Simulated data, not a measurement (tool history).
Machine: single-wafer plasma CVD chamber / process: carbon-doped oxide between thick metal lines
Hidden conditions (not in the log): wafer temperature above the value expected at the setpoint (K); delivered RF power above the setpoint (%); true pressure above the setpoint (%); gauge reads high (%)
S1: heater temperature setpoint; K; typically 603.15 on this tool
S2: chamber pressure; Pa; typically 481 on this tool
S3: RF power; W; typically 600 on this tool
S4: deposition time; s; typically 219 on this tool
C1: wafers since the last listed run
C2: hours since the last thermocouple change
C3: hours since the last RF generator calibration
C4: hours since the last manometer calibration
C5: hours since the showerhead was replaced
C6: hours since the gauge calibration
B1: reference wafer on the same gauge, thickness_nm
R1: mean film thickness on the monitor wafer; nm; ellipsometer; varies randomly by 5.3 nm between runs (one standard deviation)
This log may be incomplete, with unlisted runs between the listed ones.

Run 1, hour 0.0: usual settings but S4 189 s; C1 0; C2 485.0; C3 336.5; C4 709.3; C5 2939.4; C6 2518.1; B1 1449.677. Result: R1 1102.799 nm.
Run 2, hour 46.8: usual settings but S4 196 s; C1 410; C2 531.8; C3 383.3; C4 756.1; C5 2986.2; C6 2564.9; B1 1452.004. Result: R1 1163.023 nm.
Run 3, hour 324.9: usual settings but S4 196 s; C1 2441; C2 809.9; C3 661.4; C4 1034.2; C5 3264.3; C6 2843.0; B1 1450.174. Result: R1 1153.587 nm.
At hour 345.0: showerhead replaced.
Run 4, hour 430.8: usual settings but S4 196 s; C1 859; C2 915.8; C3 767.3; C4 1140.1; C5 85.8; C6 2948.9; B1 1451.741. Result: R1 1147.279 nm.
At hour 494.5: thermocouple changed; heater temperature recalibrated.
Run 5, hour 495.0: usual settings; C1 493; C2 0.5; C3 831.5; C4 1204.3; C5 150.0; C6 3013.1; B1 1452.336. Result: R1 1290.594 nm.
Run 6, hour 566.3: usual settings; C1 625; C2 71.8; C3 902.8; C4 1275.6; C5 221.3; C6 3084.4; B1 1449.105. Result: R1 1288.671 nm.
At hour 743.7: gauge calibrated.
Run 7, hour 778.8: usual settings but S4 207 s; C1 1865; C2 284.3; C3 1115.3; C4 1488.1; C5 433.8; C6 35.1; B1 1449.346. Result: R1 1221.895 nm.
Run 8, hour 832.3: usual settings but S4 207 s; C1 469; C2 337.8; C3 1168.8; C4 1541.6; C5 487.3; C6 88.6; B1 1449.242. Result: R1 1210.211 nm.
Run 9, hour 917.7: usual settings but S4 207 s; C1 749; C2 423.2; C3 1254.2; C4 1627.0; C5 572.7; C6 174.0; B1 1451.905. Result: R1 1212.888 nm.
Run 10, hour 987.8: usual settings; C1 615; C2 493.3; C3 1324.3; C4 1697.1; C5 642.8; C6 244.1; B1 1451.016. Result: R1 1283.462 nm.
Run 11, hour 1063.0: usual settings; C1 660; C2 568.5; C3 1399.5; C4 1772.3; C5 718.0; C6 319.3; B1 1450.552. Result: R1 1285.647 nm.
Run 12, hour 1139.5: usual settings but S1 590.15 K, S3 540 W; C1 671; C2 645.0; C3 1476.0; C4 1848.8; C5 794.5; C6 395.8; B1 1451.277. Result: R1 1268.864 nm.
Run 13, hour 1243.5: usual settings but S1 591.15 K, S3 710 W, S4 204 s; C1 912; C2 749.0; C3 1580.0; C4 1952.8; C5 898.5; C6 499.8; B1 1449.859. Result: R1 1403.087 nm.
Run 14, hour 1287.6: usual settings but S2 364 Pa, S4 198 s; C1 387; C2 793.1; C3 1624.1; C4 1996.9; C5 942.6; C6 543.9; B1 1450.775. Result: R1 1126.702 nm.
Run 15, hour 1343.9: usual settings but S1 597.15 K, S2 413 Pa; C1 494; C2 849.4; C3 1680.4; C4 2053.2; C5 998.9; C6 600.2; B1 1450.420. Result: R1 1287.525 nm.
Run 16, hour 1392.8: usual settings but S1 597.15 K, S2 549 Pa, S3 490 W; C1 429; C2 898.3; C3 1729.3; C4 2102.1; C5 1047.8; C6 649.1; B1 1446.971. Result: R1 1174.627 nm.
At hour 1474.6: thermocouple changed; heater temperature recalibrated.
Run 17, hour 1498.2: usual settings but S4 189 s; C1 855; C2 23.6; C3 1834.7; C4 2207.5; C5 1153.2; C6 754.5; B1 1451.270. Result: R1 1105.564 nm.
At hour 1518.6: RF generator calibrated.
Run 18, hour 1568.1: usual settings but S1 599.15 K; C1 543; C2 93.5; C3 49.5; C4 2277.4; C5 1223.1; C6 824.4; B1 1449.071. Result: R1 1307.571 nm.
Run 19, hour 1664.4: usual settings but S1 613.15 K; C1 845; C2 189.8; C3 145.8; C4 2373.7; C5 1319.4; C6 920.7; B1 1450.468. Result: R1 1231.250 nm.
At hour 1711.4: capacitance manometer re-zeroed and calibrated.
Run 20, hour 1733.4: usual settings but S2 560 Pa; C1 535; C2 258.8; C3 214.8; C4 22.0; C5 1388.4; C6 989.7; B1 1451.308. Result: R1 1319.739 nm.
Run 21, hour 1794.4: usual settings but S1 593.15 K, S2 597 Pa, S3 685 W, S4 254 s; C1 535; C2 319.8; C3 275.8; C4 83.0; C5 1449.4; C6 1050.7; B1 1448.645. Result: R1 1762.467 nm.
Run 22, hour 1832.7: usual settings but S1 598.15 K, S2 421 Pa, S4 185 s; C1 336; C2 358.1; C3 314.1; C4 121.3; C5 1487.7; C6 1089.0; B1 1449.073. Result: R1 1082.042 nm.
Run 23, hour 1894.3: usual settings; C1 540; C2 419.7; C3 375.7; C4 182.9; C5 1549.3; C6 1150.6; B1 1450.557. Result: R1 1287.839 nm.
Run 24, hour 1939.3: usual settings but S2 409 Pa; C1 395; C2 464.7; C3 420.7; C4 227.9; C5 1594.3; C6 1195.6; B1 1449.019. Result: R1 1250.332 nm.
Run 25, hour 2032.0: usual settings but S1 598.15 K, S4 248 s; C1 813; C2 557.4; C3 513.4; C4 320.6; C5 1687.0; C6 1288.3; B1 1452.455. Result: R1 1487.276 nm.
Run 26, hour 2102.8: usual settings but S2 536 Pa; C1 621; C2 628.2; C3 584.2; C4 391.4; C5 1757.8; C6 1359.1; B1 1451.903. Result: R1 1310.020 nm.
Run 27, hour 2170.2: usual settings; C1 591; C2 695.6; C3 651.6; C4 458.8; C5 1825.2; C6 1426.5; B1 1449.925. Result: R1 1286.124 nm.
Run 28, hour 2252.0: usual settings but S1 618.15 K, S2 584 Pa, S3 705 W, S4 179 s; C1 718; C2 777.4; C3 733.4; C4 540.6; C5 1907.0; C6 1508.3; B1 1447.164. Result: R1 1146.712 nm.
At hour 2288.1: thermocouple changed; heater temperature recalibrated.
Run 29, hour 2319.4: usual settings; C1 521; C2 31.3; C3 800.8; C4 608.0; C5 1974.4; C6 1575.7; B1 1450.470. Result: R1 1284.100 nm.

Branching from run 29: 3 alternative next runs. What would each branch give?
Run A, hour 2319.9: usual settings but S4 203 s; C1 4; C2 31.8; C3 801.3; C4 608.5; C5 1974.9; C6 1576.2; B1 ?. Result: R1 ?.
Run B, hour 2319.9: usual settings but S3 530 W; C1 4; C2 31.8; C3 801.3; C4 608.5; C5 1974.9; C6 1576.2; B1 ?. Result: R1 ?.
Run C, hour 2319.9: usual settings but S1 609.15 K, S2 601 Pa, S3 690 W, S4 183 s; C1 4; C2 31.8; C3 801.3; C4 608.5; C5 1974.9; C6 1576.2; B1 ?. Result: R1 ?.

run        B1        R1
  A  1450.323  1190.307
  B  1450.323  1184.752
  C  1450.323  1193.809
Without the tool's unlogged condition, the same runs would have read:
run        R1
  A  1190.307
  B  1184.752
  C  1193.809

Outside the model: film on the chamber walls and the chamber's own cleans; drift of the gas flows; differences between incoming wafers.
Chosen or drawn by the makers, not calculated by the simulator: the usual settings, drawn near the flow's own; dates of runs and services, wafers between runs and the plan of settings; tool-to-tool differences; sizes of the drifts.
